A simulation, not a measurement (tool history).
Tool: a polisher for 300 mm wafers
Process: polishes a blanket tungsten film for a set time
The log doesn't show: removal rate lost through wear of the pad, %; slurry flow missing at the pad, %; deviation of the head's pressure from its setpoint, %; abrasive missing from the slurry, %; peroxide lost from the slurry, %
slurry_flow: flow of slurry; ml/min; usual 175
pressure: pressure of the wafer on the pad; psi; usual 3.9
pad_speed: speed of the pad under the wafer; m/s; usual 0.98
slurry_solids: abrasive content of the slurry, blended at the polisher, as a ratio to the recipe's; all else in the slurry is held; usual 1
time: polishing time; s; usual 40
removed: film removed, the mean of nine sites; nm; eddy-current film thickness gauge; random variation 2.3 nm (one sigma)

run    hour  slurry_flow  pressure  pad_speed  slurry_solids  time  wafers since the last listed run  wafers polished on this pad  hours since the slurry nozzle was cleaned  hours since the head pressure was calibrated  hours since the slurry blender was calibrated  hours since the slurry got fresh peroxide  incoming thickness of the incoming film, nm  removed
  1       0          175       3.9       0.98              1    40                                 0                         5614                                      256.7                                           1.3                                          342.1                                      192.9                                       1577.5    148.7
       74.6  -- worn pad replaced by a new one
      132.7  -- slurry blender recalibrated
      143.8  -- slurry nozzle cleaned
  2     213          175       3.9       0.98              1    40                              3172                         2084                                       69.2                                         214.3                                           80.3                                      405.9                                       1590.6    160.5
      258.3  -- slurry tank refilled with fresh slurry and peroxide
  3   288.8          175       3.9       0.98              1    40                              1152                         3236                                        145                                         290.1                                          156.1                                       30.5                                       1581.6    155.6
  4   381.4          175       3.9       0.98              1    40                              1426                         4662                                      237.6                                         382.7                                          248.7                                      123.1                                       1582.8    151.4
  5   461.5          175       3.9       0.98              1    40                              1233                         5896                                      317.7                                         462.8                                          328.8                                      203.2                                       1571.8    151.4
      480.3  -- worn pad replaced by a new one
  6   523.9          175       3.9       0.98              1    40                               899                          671                                      380.1                                         525.2                                          391.2                                      265.6                                       1586.6    148.3
      577.8  -- slurry blender recalibrated
  7   588.8          175       3.9       0.98              1    40                               968                         1640                                        445                                         590.1                                             11                                      330.5                                       1562.9    159.7
      619.5  -- slurry nozzle cleaned
  8     656          175       3.9       0.98              1    40                              1019                         2659                                       36.5                                         657.3                                           78.2                                      397.7                                       1569.9    157.8
      704.9  -- slurry tank refilled with fresh slurry and peroxide
      866.8  -- worn pad replaced by a new one
  9   946.9          175       3.9       0.98              1    40                              4403                         1234                                      327.4                                         948.2                                          369.1                                        242                                         1602    148.9
     1019.2  -- slurry blender recalibrated
     1021.3  -- head pressure recalibrated
 10  1048.7          175       3.9       0.98              1    40                              1506                         2740                                      429.2                                          27.4                                           29.5                                      343.8                                       1587.2    163.3
     1090.5  -- slurry nozzle cleaned
 11    1096          175       3.9       0.98              1    40                               713                         3453                                        5.5                                          74.7                                           76.8                                      391.1                                       1586.1    157.5
     1174.5  -- slurry tank refilled with fresh slurry and peroxide
 12  1197.4          175       3.9       0.98              1    40                              1546                         4999                                      106.9                                         176.1                                          178.2                                       22.9                                       1595.4    155.4
 13  1281.3          230       3.9       0.98              1    40                              1292                         6291                                      190.8                                           260                                          262.1                                      106.8                                         1579    160.5
     1288.1  -- worn pad replaced by a new one
 14  1380.6          175       3.9       0.72              1    28                              1467                         1424                                      290.1                                         359.3                                          361.4                                      206.1                                       1572.2       85
     1409.1  -- slurry blender recalibrated
 15  1481.3          175       3.9       0.98              1    40                              1520                         2944                                      390.8                                           460                                           72.2                                      306.8                                       1551.6    162.9
     1555.7  -- slurry nozzle cleaned
 16  1587.2          175       3.9       1.06              1    26                              1615                         4560                                       31.5                                         565.9                                          178.1                                      412.7                                       1549.3      106
       1624  -- slurry tank refilled with fresh slurry and peroxide
 17  1672.6          175       3.9       1.14              1    40                              1299                         5860                                      116.9                                         651.3                                          263.5                                       48.6                                       1581.6      175
     1690.9  -- worn pad replaced by a new one
 18  1762.9          175       3.1       0.78              1    32                              1329                         1109                                      207.2                                         741.6                                          353.8                                      138.9                                       1585.4     81.9
     1813.6  -- slurry blender recalibrated
 19  1831.5          235       3.9       0.98              1    29                              1025                         2134                                      275.8                                         810.2                                           17.9                                      207.5                                         1566    119.7
 20  1905.4          175         5       1.24            1.2    40                              1138                         3272                                      349.7                                         884.1                                           91.8                                      281.4                                       1573.4    261.6
 21  1952.4          175       3.9       0.98              1    40                               723                         3996                                      396.7                                         931.1                                          138.8                                      328.4                                       1608.7    154.8
 22  2013.8          125       3.9       0.76            1.2    52                               945                         4942                                      458.1                                         992.5                                          200.2                                      389.8                                       1587.7    165.4
     2028.6  -- slurry tank refilled with fresh slurry and peroxide
     2040.9  -- slurry nozzle cleaned
     2072.5  -- worn pad replaced by a new one
 23  2078.4          155       3.9        1.2              1    40                               902                           90                                       37.5                                        1057.1                                          264.8                                       49.8                                       1567.6    178.2
 24  2145.2          210       5.1       0.68              1    34                              1028                         1119                                      104.3                                        1123.9                                          331.6                                      116.6                                       1573.6    129.2
 25  2198.5          175       4.6       0.98            0.7    34                               820                         1940                                      157.6                                        1177.2                                          384.9                                      169.9                                         1594    143.9

3 ways to go on from here, each from the tool as it stands after run 25. What would each give?
  A  2198.9          175       3.9       0.98              1    40                                 6                         1946                                        158                                        1177.6                                          385.3                                      170.3                                       1570.1        ?
  B  2198.9          130       3.9       0.98              1    40                                 6                         1946                                        158                                        1177.6                                          385.3                                      170.3                                       1570.1        ?
  C  2198.9          175       3.2       0.98            0.8    40                                 6                         1946                                        158                                        1177.6                                          385.3                                      170.3                                       1570.1        ?

run  removed
  A    151.6
  B    145.3
  C    119.6
Without the tool's hidden state the same runs would have given:
run  removed
  A    162.7
  B      156
  C    128.2
